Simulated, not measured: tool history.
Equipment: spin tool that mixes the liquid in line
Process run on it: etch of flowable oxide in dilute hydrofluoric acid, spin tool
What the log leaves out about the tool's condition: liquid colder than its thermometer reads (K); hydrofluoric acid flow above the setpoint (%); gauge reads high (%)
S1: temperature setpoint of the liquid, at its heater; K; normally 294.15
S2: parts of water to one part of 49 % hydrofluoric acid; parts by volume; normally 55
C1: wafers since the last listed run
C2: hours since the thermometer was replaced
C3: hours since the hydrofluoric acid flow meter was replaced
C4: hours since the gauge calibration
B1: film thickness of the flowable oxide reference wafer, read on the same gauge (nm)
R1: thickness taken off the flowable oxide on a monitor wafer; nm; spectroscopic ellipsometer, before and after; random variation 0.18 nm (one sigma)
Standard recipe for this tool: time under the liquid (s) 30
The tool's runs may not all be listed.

{"run": 1, "hour": 0.0, "S1": 294.15, "S2": 40, "time under the liquid (s)": 30, "C1": 0, "C2": 831.4, "C3": 1579.3, "C4": 1996.8, "B1": 70.01, "R1": 34.91}
{"run": 2, "hour": 59.0, "S1": 294.15, "S2": 40, "time under the liquid (s)": 30, "C1": 565, "C2": 890.4, "C3": 1638.3, "C4": 2055.8, "B1": 70.0, "R1": 34.8}
{"run": 3, "hour": 141.3, "S1": 294.15, "S2": 40, "time under the liquid (s)": 30, "C1": 788, "C2": 972.7, "C3": 1720.6, "C4": 2138.1, "B1": 69.99, "R1": 34.89}
{"run": 4, "hour": 194.7, "S1": 297.15, "S2": 55, "time under the liquid (s)": 30, "C1": 511, "C2": 1026.1, "C3": 1774.0, "C4": 2191.5, "B1": 69.98, "R1": 28.16}
{"hour": 225.3, "done": "thermometer replaced"}
{"run": 5, "hour": 276.7, "S1": 297.15, "S2": 55, "time under the liquid (s)": 30, "C1": 776, "C2": 51.4, "C3": 1856.0, "C4": 2273.5, "B1": 70.0, "R1": 31.01}
{"run": 6, "hour": 509.9, "S1": 294.15, "S2": 55, "time under the liquid (s)": 30, "C1": 2235, "C2": 284.6, "C3": 2089.2, "C4": 2506.7, "B1": 70.0, "R1": 27.08}
{"hour": 560.0, "done": "hydrofluoric acid flow meter replaced"}
{"run": 7, "hour": 590.1, "S1": 294.15, "S2": 55, "time under the liquid (s)": 30, "C1": 759, "C2": 364.8, "C3": 30.1, "C4": 2586.9, "B1": 70.01, "R1": 24.59}
{"run": 8, "hour": 676.4, "S1": 294.15, "S2": 55, "time under the liquid (s)": 30, "C1": 827, "C2": 451.1, "C3": 116.4, "C4": 2673.2, "B1": 70.0, "R1": 24.34}
{"run": 9, "hour": 764.2, "S1": 294.15, "S2": 55, "time under the liquid (s)": 30, "C1": 841, "C2": 538.9, "C3": 204.2, "C4": 2761.0, "B1": 69.99, "R1": 24.17}
{"run": 10, "hour": 825.3, "S1": 294.15, "S2": 55, "time under the liquid (s)": 30, "C1": 585, "C2": 600.0, "C3": 265.3, "C4": 2822.1, "B1": 70.0, "R1": 24.11}
{"run": 11, "hour": 864.1, "S1": 294.15, "S2": 55, "time under the liquid (s)": 40, "C1": 371, "C2": 638.8, "C3": 304.1, "C4": 2860.9, "B1": 70.02, "R1": 32.12}
{"run": 12, "hour": 951.3, "S1": 290.15, "S2": 40, "time under the liquid (s)": 15, "C1": 835, "C2": 726.0, "C3": 391.3, "C4": 2948.1, "B1": 70.0, "R1": 14.18}
{"run": 13, "hour": 1020.1, "S1": 294.15, "S2": 55, "time under the liquid (s)": 15, "C1": 659, "C2": 794.8, "C3": 460.1, "C4": 3016.9, "B1": 70.02, "R1": 12.04}
{"run": 14, "hour": 1086.6, "S1": 290.15, "S2": 35, "time under the liquid (s)": 15, "C1": 637, "C2": 861.3, "C3": 526.6, "C4": 3083.4, "B1": 70.0, "R1": 16.13}
{"hour": 1101.4, "done": "thermometer replaced"}
{"run": 15, "hour": 1358.5, "S1": 290.15, "S2": 55, "time under the liquid (s)": 35, "C1": 2596, "C2": 257.1, "C3": 798.5, "C4": 3355.3, "B1": 70.01, "R1": 24.61}
{"run": 16, "hour": 1434.2, "S1": 298.15, "S2": 75, "time under the liquid (s)": 20, "C1": 725, "C2": 332.8, "C3": 874.2, "C4": 3431.0, "B1": 69.99, "R1": 14.09}
{"run": 17, "hour": 1516.0, "S1": 294.15, "S2": 55, "time under the liquid (s)": 30, "C1": 784, "C2": 414.6, "C3": 956.0, "C4": 3512.8, "B1": 70.01, "R1": 24.92}
{"run": 18, "hour": 1567.6, "S1": 298.65, "S2": 55, "time under the liquid (s)": 45, "C1": 494, "C2": 466.2, "C3": 1007.6, "C4": 3564.4, "B1": 70.01, "R1": 45.3}
{"run": 19, "hour": 1621.4, "S1": 291.15, "S2": 55, "time under the liquid (s)": 15, "C1": 515, "C2": 520.0, "C3": 1061.4, "C4": 3618.2, "B1": 69.98, "R1": 11.1}

For run 20, what comes out?
{"run": 20, "hour": 1671.4, "S1": 294.15, "S2": 55, "time under the liquid (s)": 30, "C1": 479, "C2": 570.0, "C3": 1111.4, "C4": 3668.2, "B1": "?", "R1": "?"}

Run 20 yielded B1 69.99, R1 24.55 nm.
Without the tool's hidden state the same run would have given R1 24.94 nm.
